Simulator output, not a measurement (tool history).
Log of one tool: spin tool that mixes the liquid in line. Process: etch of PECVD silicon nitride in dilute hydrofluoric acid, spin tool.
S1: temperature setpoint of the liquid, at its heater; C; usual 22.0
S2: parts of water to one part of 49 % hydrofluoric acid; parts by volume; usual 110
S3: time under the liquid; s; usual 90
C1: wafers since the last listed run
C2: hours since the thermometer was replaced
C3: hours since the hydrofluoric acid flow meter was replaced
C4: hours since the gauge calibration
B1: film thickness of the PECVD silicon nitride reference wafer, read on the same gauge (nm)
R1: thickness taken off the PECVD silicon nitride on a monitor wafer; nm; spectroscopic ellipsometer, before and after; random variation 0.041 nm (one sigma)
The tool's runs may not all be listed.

{"run": 1, "hour": 0.0, "S1": 22.0, "S2": 135, "S3": 90, "C1": 0, "C2": 785.1, "C3": 543.5, "C4": 513.3, "B1": 150.017, "R1": 3.584}
{"run": 2, "hour": 86.3, "S1": 22.0, "S2": 135, "S3": 90, "C1": 831, "C2": 871.4, "C3": 629.8, "C4": 599.6, "B1": 150.015, "R1": 3.597}
{"hour": 131.0, "done": "thermometer replaced"}
{"run": 3, "hour": 176.4, "S1": 22.0, "S2": 110, "S3": 90, "C1": 858, "C2": 45.4, "C3": 719.9, "C4": 689.7, "B1": 149.989, "R1": 4.373}
{"run": 4, "hour": 229.8, "S1": 22.0, "S2": 110, "S3": 90, "C1": 514, "C2": 98.8, "C3": 773.3, "C4": 743.1, "B1": 150.009, "R1": 4.433}
{"run": 5, "hour": 312.5, "S1": 22.0, "S2": 110, "S3": 90, "C1": 797, "C2": 181.5, "C3": 856.0, "C4": 825.8, "B1": 150.006, "R1": 4.441}
{"run": 6, "hour": 402.6, "S1": 22.0, "S2": 110, "S3": 90, "C1": 868, "C2": 271.6, "C3": 946.1, "C4": 915.9, "B1": 149.998, "R1": 4.419}
{"run": 7, "hour": 472.8, "S1": 22.0, "S2": 110, "S3": 90, "C1": 676, "C2": 341.8, "C3": 1016.3, "C4": 986.1, "B1": 150.003, "R1": 4.452}
{"run": 8, "hour": 512.9, "S1": 22.0, "S2": 110, "S3": 90, "C1": 386, "C2": 381.9, "C3": 1056.4, "C4": 1026.2, "B1": 149.982, "R1": 4.432}
{"run": 9, "hour": 582.0, "S1": 22.0, "S2": 110, "S3": 65, "C1": 665, "C2": 451.0, "C3": 1125.5, "C4": 1095.3, "B1": 150.0, "R1": 3.167}
{"run": 10, "hour": 681.1, "S1": 22.0, "S2": 110, "S3": 90, "C1": 955, "C2": 550.1, "C3": 1224.6, "C4": 1194.4, "B1": 149.995, "R1": 4.362}
{"run": 11, "hour": 747.1, "S1": 22.0, "S2": 110, "S3": 90, "C1": 636, "C2": 616.1, "C3": 1290.6, "C4": 1260.4, "B1": 149.999, "R1": 4.454}
{"run": 12, "hour": 828.9, "S1": 22.0, "S2": 110, "S3": 90, "C1": 788, "C2": 697.9, "C3": 1372.4, "C4": 1342.2, "B1": 149.994, "R1": 4.45}
{"run": 13, "hour": 890.6, "S1": 22.0, "S2": 110, "S3": 90, "C1": 594, "C2": 759.6, "C3": 1434.1, "C4": 1403.9, "B1": 150.022, "R1": 4.398}
{"run": 14, "hour": 954.6, "S1": 22.0, "S2": 110, "S3": 90, "C1": 616, "C2": 823.6, "C3": 1498.1, "C4": 1467.9, "B1": 149.993, "R1": 4.42}
{"hour": 958.2, "done": "thermometer replaced"}
{"run": 15, "hour": 1007.3, "S1": 22.0, "S2": 110, "S3": 90, "C1": 498, "C2": 49.1, "C3": 1550.8, "C4": 1520.6, "B1": 149.987, "R1": 4.407}
{"run": 16, "hour": 1055.5, "S1": 25.5, "S2": 55, "S3": 135, "C1": 464, "C2": 97.3, "C3": 1599.0, "C4": 1568.8, "B1": 150.003, "R1": 16.554}
{"run": 17, "hour": 1147.1, "S1": 18.0, "S2": 110, "S3": 90, "C1": 882, "C2": 188.9, "C3": 1690.6, "C4": 1660.4, "B1": 150.015, "R1": 3.298}
{"run": 18, "hour": 1207.1, "S1": 27.0, "S2": 90, "S3": 90, "C1": 578, "C2": 248.9, "C3": 1750.6, "C4": 1720.4, "B1": 150.003, "R1": 7.439}
{"hour": 1215.0, "done": "hydrofluoric acid flow meter replaced"}
{"run": 19, "hour": 1290.9, "S1": 22.0, "S2": 110, "S3": 90, "C1": 798, "C2": 332.7, "C3": 75.9, "C4": 1804.2, "B1": 150.023, "R1": 4.335}
{"run": 20, "hour": 1408.7, "S1": 23.5, "S2": 75, "S3": 50, "C1": 1135, "C2": 450.5, "C3": 193.7, "C4": 1922.0, "B1": 149.986, "R1": 3.899}
{"run": 21, "hour": 1452.4, "S1": 22.0, "S2": 70, "S3": 145, "C1": 421, "C2": 494.2, "C3": 237.4, "C4": 1965.7, "B1": 150.002, "R1": 10.987}
{"hour": 1502.7, "done": "gauge calibrated"}
{"run": 22, "hour": 1525.2, "S1": 22.0, "S2": 110, "S3": 110, "C1": 701, "C2": 567.0, "C3": 310.2, "C4": 22.5, "B1": 150.011, "R1": 5.401}
{"run": 23, "hour": 1589.6, "S1": 22.0, "S2": 110, "S3": 140, "C1": 620, "C2": 631.4, "C3": 374.6, "C4": 86.9, "B1": 150.002, "R1": 6.724}
{"run": 24, "hour": 1659.3, "S1": 23.5, "S2": 80, "S3": 55, "C1": 671, "C2": 701.1, "C3": 444.3, "C4": 156.6, "B1": 150.01, "R1": 4.135}
{"run": 25, "hour": 1743.3, "S1": 22.0, "S2": 110, "S3": 90, "C1": 809, "C2": 785.1, "C3": 528.3, "C4": 240.6, "B1": 149.999, "R1": 4.475}
{"run": 26, "hour": 1793.1, "S1": 18.0, "S2": 155, "S3": 60, "C1": 479, "C2": 834.9, "C3": 578.1, "C4": 290.4, "B1": 150.005, "R1": 1.616}
{"run": 27, "hour": 1893.1, "S1": 22.0, "S2": 110, "S3": 70, "C1": 963, "C2": 934.9, "C3": 678.1, "C4": 390.4, "B1": 150.003, "R1": 3.433}
{"hour": 1932.1, "done": "thermometer replaced"}
{"run": 28, "hour": 1933.1, "S1": 26.5, "S2": 145, "S3": 70, "C1": 375, "C2": 1.0, "C3": 718.1, "C4": 430.4, "B1": 149.995, "R1": 3.478}
{"run": 29, "hour": 2021.7, "S1": 24.0, "S2": 110, "S3": 90, "C1": 853, "C2": 89.6, "C3": 806.7, "C4": 519.0, "B1": 149.999, "R1": 4.984}
{"run": 30, "hour": 2128.8, "S1": 26.5, "S2": 145, "S3": 120, "C1": 1032, "C2": 196.7, "C3": 913.8, "C4": 626.1, "B1": 150.014, "R1": 5.918}
{"run": 31, "hour": 2221.9, "S1": 22.0, "S2": 110, "S3": 90, "C1": 897, "C2": 289.8, "C3": 1006.9, "C4": 719.2, "B1": 150.001, "R1": 4.366}

5 ways to go on from here, each from the tool as it stands after run 31. What would each give?
{"run": "A", "hour": 2222.3, "S1": 22.0, "S2": 110, "S3": 90, "C1": 3, "C2": 290.2, "C3": 1007.3, "C4": 719.6, "B1": "?", "R1": "?"}
{"run": "B", "hour": 2222.3, "S1": 17.5, "S2": 75, "S3": 90, "C1": 3, "C2": 290.2, "C3": 1007.3, "C4": 719.6, "B1": "?", "R1": "?"}
{"run": "C", "hour": 2222.3, "S1": 22.0, "S2": 150, "S3": 90, "C1": 3, "C2": 290.2, "C3": 1007.3, "C4": 719.6, "B1": "?", "R1": "?"}
{"run": "D", "hour": 2222.3, "S1": 22.0, "S2": 110, "S3": 75, "C1": 3, "C2": 290.2, "C3": 1007.3, "C4": 719.6, "B1": "?", "R1": "?"}
{"run": "E", "hour": 2222.3, "S1": 22.0, "S2": 110, "S3": 115, "C1": 3, "C2": 290.2, "C3": 1007.3, "C4": 719.6, "B1": "?", "R1": "?"}

run=A B1=149.998 R1=4.408
run=B B1=149.998 R1=4.707
run=C B1=149.998 R1=3.251
run=D B1=149.998 R1=3.673
run=E B1=149.998 R1=5.632
Without the tool's hidden state the same runs would have given:
run=A R1=4.408
run=B R1=4.707
run=C R1=3.251
run=D R1=3.673
run=E R1=5.632

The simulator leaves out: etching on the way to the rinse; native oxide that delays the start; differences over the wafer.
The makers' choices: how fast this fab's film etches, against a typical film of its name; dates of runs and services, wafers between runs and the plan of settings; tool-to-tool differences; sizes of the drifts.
